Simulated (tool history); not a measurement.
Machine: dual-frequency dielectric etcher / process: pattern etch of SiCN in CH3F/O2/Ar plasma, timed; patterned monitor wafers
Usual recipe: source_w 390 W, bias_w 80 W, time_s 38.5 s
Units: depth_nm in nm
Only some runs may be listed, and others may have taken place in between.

| run | hour | source_w | bias_w | time_s | read-back reference wafer on the same gauge, depth_nm | depth_nm |
|---|---|---|---|---|---|---|
| 1 | 0 | 390 | 92 | 38.5 | 16.78 | 15.58 |
| 2 | 15.6 | 390 | 92 | 38.5 | 16.8 | 15.41 |
| 3 | 32.6 | 390 | 80 | 38.5 | 16.82 | 14.36 |
| 4 | 49.5 | 390 | 80 | 38.5 | 16.83 | 14.37 |
|  | 82.9 | upper electrode replaced |
| 5 | 83.4 | 390 | 80 | 44 | 16.79 | 16.32 |
| 6 | 83.8 | 390 | 80 | 44 | 16.8 | 16.3 |
| 7 | 85 | 390 | 80 | 38.5 | 16.81 | 14.15 |
| 8 | 93.2 | 390 | 80 | 38.5 | 16.78 | 14.24 |
| 9 | 100.3 | 390 | 80 | 38.5 | 16.81 | 14.24 |
| 10 | 111.9 | 320 | 85 | 47.5 | 16.81 | 16.87 |
|  | 113 | gauge calibrated |
| 11 | 125.1 | 390 | 80 | 38.5 | 16.81 | 14.14 |
| 12 | 142.1 | 420 | 88 | 28.5 | 16.8 | 11.22 |
|  | 146.1 | bias power generator calibrated |
|  | 173.1 | source power generator calibrated |
|  | 176.4 | wet clean of the chamber |
| 13 | 176.9 | 440 | 61 | 31 | 16.8 | 10.8 |
| 14 | 177.3 | 460 | 90 | 32.5 | 16.81 | 14.17 |
| 15 | 180.6 | 390 | 80 | 38.5 | 16.79 | 14.85 |
| 16 | 188.9 | 390 | 67 | 30.5 | 16.81 | 10.62 |
| 17 | 202.8 | 390 | 63 | 38.5 | 16.8 | 13.06 |
| 18 | 213.1 | 390 | 89 | 29.5 | 16.8 | 12.13 |
| 19 | 223.1 | 390 | 89 | 29.5 | 16.8 | 12.01 |

5 options for the next run, each taken on its own from the tool as it stands now. Forecast them:
| A | 223.5 | 390 | 80 | 38.5 | ? | ? |
| B | 223.5 | 390 | 80 | 32.5 | ? | ? |
| C | 223.5 | 390 | 86 | 38.5 | ? | ? |
| D | 223.5 | 390 | 74 | 46.5 | ? | ? |
| E | 223.5 | 390 | 91 | 38.5 | ? | ? |

| run | read-back reference wafer on the same gauge, depth_nm | depth_nm |
|---|---|---|
| A | 16.82 | 14.75 |
| B | 16.82 | 12.45 |
| C | 16.82 | 15.32 |
| D | 16.82 | 17.08 |
| E | 16.82 | 15.79 |
Stripped of hidden state, with their random variation kept, the same runs would have yielded:
| run | depth_nm |
|---|---|
| A | 14.86 |
| B | 12.55 |
| C | 15.44 |
| D | 17.22 |
| E | 15.91 |
